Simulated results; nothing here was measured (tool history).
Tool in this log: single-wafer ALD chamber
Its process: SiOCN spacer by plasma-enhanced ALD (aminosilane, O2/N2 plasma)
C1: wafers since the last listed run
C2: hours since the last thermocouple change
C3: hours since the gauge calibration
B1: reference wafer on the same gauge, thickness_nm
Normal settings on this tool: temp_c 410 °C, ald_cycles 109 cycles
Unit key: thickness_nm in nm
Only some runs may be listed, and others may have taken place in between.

Run 1, day 0: usual settings; C1 0; C2 1111.8; C3 382.2; B1 6.907. Result: thickness_nm 6.233 nm.
Run 2, day 2.796: usual settings; C1 223; C2 1178.9; C3 449.3; B1 6.911. Result: thickness_nm 6.206 nm.
Run 3, day 7.292: usual settings; C1 359; C2 1286.8; C3 557.2; B1 6.911. Result: thickness_nm 6.243 nm.
Run 4, day 11.679: usual settings; C1 351; C2 1392.1; C3 662.5; B1 6.908. Result: thickness_nm 6.175 nm.
Run 5, day 14.992: usual settings; C1 265; C2 1471.6; C3 742; B1 6.914. Result: thickness_nm 6.208 nm.
Run 6, day 16.817: usual settings; C1 146; C2 1515.4; C3 785.8; B1 6.909. Result: thickness_nm 6.211 nm.
Run 7, day 20.808: usual settings; C1 319; C2 1611.2; C3 881.6; B1 6.907. Result: thickness_nm 6.153 nm.
Run 8, day 23.067: usual settings but temp_c 402 °C, ald_cycles 87 cycles; C1 180; C2 1665.4; C3 935.8; B1 6.909. Result: thickness_nm 5.053 nm.
Run 9, day 27.296: usual settings; C1 338; C2 1766.9; C3 1037.3; B1 6.909. Result: thickness_nm 6.16 nm.
At day 28.512: thermocouple changed; heater temperature recalibrated.
At day 29.642: gauge calibrated.
Run 10, day 29.8: usual settings but temp_c 423 °C, ald_cycles 122 cycles; C1 173; C2 30.9; C3 3.8; B1 6.911. Result: thickness_nm 6.697 nm.
Run 11, day 33.612: usual settings; C1 305; C2 122.4; C3 95.3; B1 6.911. Result: thickness_nm 6.287 nm.
Run 12, day 36.867: usual settings; C1 260; C2 200.5; C3 173.4; B1 6.907. Result: thickness_nm 6.313 nm.
Run 13, day 40.242: usual settings but temp_c 399 °C, ald_cycles 97 cycles; C1 270; C2 281.5; C3 254.4; B1 6.907. Result: thickness_nm 5.793 nm.
Run 14, day 42.675: usual settings but temp_c 406 °C, ald_cycles 97 cycles; C1 194; C2 339.9; C3 312.8; B1 6.912. Result: thickness_nm 5.667 nm.
Run 15, day 46.596: usual settings but ald_cycles 124 cycles; C1 313; C2 434; C3 406.9; B1 6.909. Result: thickness_nm 7.152 nm.

Here are 3 independent what-if runs from the current tool condition. What would each one return?
Run A, day 46.621: usual settings; C1 2; C2 434.6; C3 407.5; B1 ?. Result: thickness_nm ?.
Run B, day 46.621: usual settings but temp_c 399 °C; C1 2; C2 434.6; C3 407.5; B1 ?. Result: thickness_nm ?.
Run C, day 46.621: usual settings but temp_c 402 °C, ald_cycles 101 cycles; C1 2; C2 434.6; C3 407.5; B1 ?. Result: thickness_nm ?.

run     B1  thickness_nm
  A  6.911         6.303
  B  6.911          6.51
  C  6.911         6.006
Had the tool no hidden state, the same runs would have come out as:
run  thickness_nm
  A         6.315
  B          6.51
  C         6.017
